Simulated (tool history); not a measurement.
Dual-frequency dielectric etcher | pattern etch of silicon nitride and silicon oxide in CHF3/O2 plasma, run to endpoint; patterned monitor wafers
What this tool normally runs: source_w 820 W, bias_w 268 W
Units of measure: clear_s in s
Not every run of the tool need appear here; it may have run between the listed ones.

| run | day | source_w | bias_w | incoming incoming film thickness, nm | clear_s |
|---|---|---|---|---|---|
| 1 | 0 | 820 | 268 | 243.2 | 136.4 |
| 2 | 0.504 | 820 | 289 | 240.7 | 130.6 |
| 3 | 1.692 | 820 | 268 | 241.8 | 134.3 |
| 4 | 2.217 | 820 | 268 | 243.1 | 134.8 |
| 5 | 3.683 | 730 | 268 | 243.5 | 139.1 |
| 6 | 4.45 | 730 | 268 | 242.2 | 137.8 |
| 7 | 5.917 | 820 | 268 | 242.8 | 134.5 |
| 8 | 6.883 | 820 | 268 | 243.2 | 134.5 |
| 9 | 8.75 | 760 | 268 | 240.8 | 135.6 |
| 10 | 11.379 | 760 | 268 | 240.8 | 134.5 |
|  | 13.508 | bias power generator calibrated |
|  | 15.1 | upper electrode replaced |
| 11 | 15.121 | 690 | 268 | 240.2 | 136.8 |
|  | 16.229 | wet clean of the chamber |
| 12 | 16.25 | 720 | 300 | 240.8 | 132.8 |
| 13 | 16.779 | 820 | 235 | 243.4 | 142.4 |
|  | 17.367 | source power generator calibrated |
| 14 | 18.154 | 820 | 206 | 241.2 | 147.8 |
| 15 | 18.983 | 820 | 293 | 244 | 131.5 |
| 16 | 19.7 | 820 | 293 | 239.9 | 129 |
| 17 | 20.662 | 820 | 335 | 241.1 | 122.7 |
| 18 | 21.238 | 880 | 268 | 242 | 131.9 |
| 19 | 22.129 | 940 | 208 | 241 | 141.1 |
| 20 | 23.321 | 930 | 298 | 241.2 | 124.8 |
| 21 | 23.962 | 620 | 285 | 243.1 | 139.5 |
| 22 | 24.554 | 820 | 289 | 241.3 | 129.5 |
| 23 | 25.15 | 960 | 244 | 242.3 | 133.3 |

3 ways to go on from here, each from the tool as it stands after run 23. What would each give?
| A | 25.171 | 820 | 268 | 241.5 | ? |
| B | 25.171 | 820 | 318 | 241.5 | ? |
| C | 25.171 | 960 | 268 | 241.5 | ? |

| run | clear_s |
|---|---|
| A | 133.1 |
| B | 125 |
| C | 128.4 |
The same runs, with their run-to-run variation unchanged, on a tool lacking any hidden condition would have given:
| run | clear_s |
|---|---|
| A | 135 |
| B | 126.7 |
| C | 130.2 |
